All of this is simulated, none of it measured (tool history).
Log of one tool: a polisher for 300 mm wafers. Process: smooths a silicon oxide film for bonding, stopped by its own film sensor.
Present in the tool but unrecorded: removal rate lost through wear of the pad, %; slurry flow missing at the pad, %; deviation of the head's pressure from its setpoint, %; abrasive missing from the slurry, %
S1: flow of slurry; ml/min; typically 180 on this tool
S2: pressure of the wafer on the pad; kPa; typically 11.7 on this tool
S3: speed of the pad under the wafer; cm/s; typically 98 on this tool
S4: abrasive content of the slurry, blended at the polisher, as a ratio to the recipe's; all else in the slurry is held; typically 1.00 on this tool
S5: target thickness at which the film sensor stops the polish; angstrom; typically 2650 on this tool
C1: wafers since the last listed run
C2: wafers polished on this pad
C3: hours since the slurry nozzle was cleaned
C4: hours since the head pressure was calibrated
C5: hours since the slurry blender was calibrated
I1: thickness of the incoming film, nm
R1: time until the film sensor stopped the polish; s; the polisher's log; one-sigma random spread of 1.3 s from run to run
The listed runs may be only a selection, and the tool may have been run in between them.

run   hour   S1    S2  S3    S4    S5   C1   C2     C3     C4     C5     I1     R1
  1    0.0  180  11.7  98  1.00  2650    0  324  448.4  845.6  206.2  331.6  121.4
  2   15.1  180  11.7  98  1.00  2650  107  431  463.5  860.7  221.3  326.2  116.2
  3   33.0  180  11.7  98  1.00  2650  126  558  481.4  878.6  239.2  333.6  134.4
  4   46.9  180  11.7  98  1.00  2650   98  657  495.3  892.5  253.1  330.0  125.5
  5   53.9  180  11.7  98  1.00  2650   49  706  502.3  899.5  260.1  330.7  126.1
  6   69.8  180  13.1  98  1.00  2650  112  819  518.2  915.4  276.0  327.9  110.3
  7   76.7  180  13.1  98  1.00  2650   48  868  525.1  922.3  282.9  325.7  105.4
      88.3  -- worn pad replaced by a new one
  8   88.8  180  14.5  98  1.00  2650   57    3  537.2  934.4  295.0  335.8  115.1
  9   96.5  180  14.5  98  1.00  2650   54   57  544.9  942.1  302.7  332.0  110.8
     105.6  -- slurry nozzle cleaned
     107.4  -- slurry blender recalibrated
     115.0  -- head pressure recalibrated
 10  115.5  240  11.7  98  1.00  2650  100  158    9.9    0.5    8.1  331.7  109.0
 11  125.4  180  11.7  98  0.90  2540   70  228   19.8   10.4   18.0  332.6  136.3
 12  137.5  195   9.7  98  1.00  2840   85  314   31.9   22.5   30.1  328.0   87.3
 13  145.8  180  11.7  98  1.00  2650   58  372   40.2   30.8   38.4  336.0  121.3
 14  160.2  180  11.7  98  1.00  2650  102  474   54.6   45.2   52.8  335.8  123.0
 15  171.8  180  11.7  88  1.00  2740   82  557   66.2   56.8   64.4  331.2  104.9
 16  188.8  115  13.8  98  1.00  2810  120  677   83.2   73.8   81.4  329.2   77.4
 17  205.0  180  11.7  98  1.00  2530  114  792   99.4   90.0   97.6  329.7  134.2
 18  213.8  180  11.7  98  1.10  2650   62  854  108.2   98.8  106.4  331.5  112.4

Describe how what the log doesn't record of the tool's condition differs between the last listed run preceding each entry between runs and the first listed run following it.
After run 7, before run 8: worn pad replaced by a new one (hour 88.3)
  abrasive missing from the slurry, %: 31.3 -> 32.6
  measured minus no-state result, R1: +16.8 -> +19.3 s
After run 9, before run 10: slurry nozzle cleaned (hour 105.6); slurry blender recalibrated (hour 107.4); head pressure recalibrated (hour 115.0)
  abrasive missing from the slurry, %: 33.5 -> 2.14
  measured minus no-state result, R1: +19.2 -> +1.0 s
